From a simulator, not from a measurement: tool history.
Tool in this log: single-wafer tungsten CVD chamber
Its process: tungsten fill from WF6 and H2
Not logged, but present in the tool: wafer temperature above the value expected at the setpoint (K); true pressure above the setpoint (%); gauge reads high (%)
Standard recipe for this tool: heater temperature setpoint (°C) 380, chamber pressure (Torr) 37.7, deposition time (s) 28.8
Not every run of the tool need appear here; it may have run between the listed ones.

run,hour,heater temperature setpoint (°C),chamber pressure (Torr),deposition time (s),wafers since the last listed run,hours since the last thermocouple change,hours since the last manometer calibration,hours since the showerhead was replaced,hours since the gauge calibration,"read-back reference wafer on the same gauge, thickness_nm",mean film thickness on the monitor wafer (nm)
1,0.0,384,30.2,28.8,0,1505.7,1053.8,100.4,1830.3,60.296,63.361
# hour 30.0: capacitance manometer re-zeroed and calibrated
2,87.3,385,37.7,28.8,1235,1593.0,57.3,187.7,1917.6,60.317,70.191
3,124.3,385,37.7,28.8,576,1630.0,94.3,224.7,1954.6,60.292,69.581
# hour 191.7: thermocouple changed; heater temperature recalibrated
4,215.1,385,37.7,28.8,1290,23.4,185.1,315.5,2045.4,60.288,71.067
5,265.0,380,37.7,28.8,777,73.3,235.0,365.4,2095.3,60.309,64.761
6,306.8,380,37.7,28.8,651,115.1,276.8,407.2,2137.1,60.287,65.021
7,364.8,380,37.7,28.8,903,173.1,334.8,465.2,2195.1,60.342,65.052
8,440.2,380,37.7,28.8,1174,248.5,410.2,540.6,2270.5,60.288,64.795
9,511.4,380,37.7,28.8,1109,319.7,481.4,611.8,2341.7,60.293,64.772
10,560.6,380,37.7,28.8,766,368.9,530.6,661.0,2390.9,60.293,64.523
11,642.8,380,37.7,28.8,1280,451.1,612.8,743.2,2473.1,60.282,64.723
12,723.9,369,37.7,27.4,1263,532.2,693.9,824.3,2554.2,60.330,50.412
13,824.8,380,45.6,23.3,1572,633.1,794.8,925.2,2655.1,60.299,55.753
14,926.0,380,42.4,28.8,1576,734.3,896.0,1026.4,2756.3,60.305,66.443
# hour 988.8: gauge calibrated
15,1000.8,388,29.1,34.5,1165,809.1,970.8,1101.2,12.0,60.309,81.436
16,1083.5,380,37.7,28.8,1288,891.8,1053.5,1183.9,94.7,60.294,64.075
17,1155.9,380,37.7,28.8,1128,964.2,1125.9,1256.3,167.1,60.272,63.859
# hour 1226.4: capacitance manometer re-zeroed and calibrated
18,1236.8,380,37.7,28.8,1135,1045.1,10.4,1337.2,248.0,60.327,64.452
19,1318.9,380,37.7,28.8,1279,1127.2,92.5,1419.3,330.1,60.282,64.397
20,1402.9,391,37.7,28.8,1308,1211.2,176.5,1503.3,414.1,60.315,77.965
21,1501.8,380,37.7,28.8,1540,1310.1,275.4,1602.2,513.0,60.298,64.386
22,1539.8,380,37.7,28.8,592,1348.1,313.4,1640.2,551.0,60.272,64.090
23,1600.5,369,30.2,28.8,945,1408.8,374.1,1700.9,611.7,60.266,48.783
24,1653.8,380,37.7,28.8,830,1462.1,427.4,1754.2,665.0,60.288,64.047
# hour 1671.4: thermocouple changed; heater temperature recalibrated
25,1730.9,380,32.2,28.8,1076,59.5,504.5,1831.3,742.1,60.310,61.727
26,1804.9,380,37.7,33.8,1152,133.5,578.5,1905.3,816.1,60.317,76.192
27,1890.0,380,37.7,31.6,1325,218.6,663.6,1990.4,901.2,60.267,70.975
28,1936.4,372,30.8,33.5,722,265.0,710.0,2036.8,947.6,60.294,60.954
29,1997.8,366,44.2,28.8,956,326.4,771.4,2098.2,1009.0,60.294,52.816
30,2069.9,370,31.6,31.0,1123,398.5,843.5,2170.3,1081.1,60.307,54.837
31,2161.5,380,43.8,23.3,1427,490.1,935.1,2261.9,1172.7,60.291,54.776
32,2238.0,380,37.7,32.6,1191,566.6,1011.6,2338.4,1249.2,60.267,72.783
# hour 2270.6: showerhead replaced
# hour 2312.8: capacitance manometer re-zeroed and calibrated
33,2324.2,367,40.1,25.6,1093,652.8,11.4,53.6,1335.4,60.333,46.562

Below are 5 alternative next runs, each starting from the tool's condition after run 33. Predict each:
A,2324.6,380,37.7,28.8,6,653.2,11.8,54.0,1335.8,?,?
B,2324.6,373,42.8,23.3,6,653.2,11.8,54.0,1335.8,?,?
C,2324.6,365,45.3,28.8,6,653.2,11.8,54.0,1335.8,?,?
D,2324.6,369,37.7,34.0,6,653.2,11.8,54.0,1335.8,?,?
E,2324.6,391,30.5,31.5,6,653.2,11.8,54.0,1335.8,?,?

run,"read-back reference wafer on the same gauge, thickness_nm",mean film thickness on the monitor wafer (nm)
A,60.293,65.262
B,60.293,48.459
C,60.293,52.659
D,60.293,63.089
E,60.293,80.894
Without the tool's unlogged condition, the same runs would have read:
run,mean film thickness on the monitor wafer (nm)
A,65.123
B,48.357
C,52.548
D,62.954
E,80.720

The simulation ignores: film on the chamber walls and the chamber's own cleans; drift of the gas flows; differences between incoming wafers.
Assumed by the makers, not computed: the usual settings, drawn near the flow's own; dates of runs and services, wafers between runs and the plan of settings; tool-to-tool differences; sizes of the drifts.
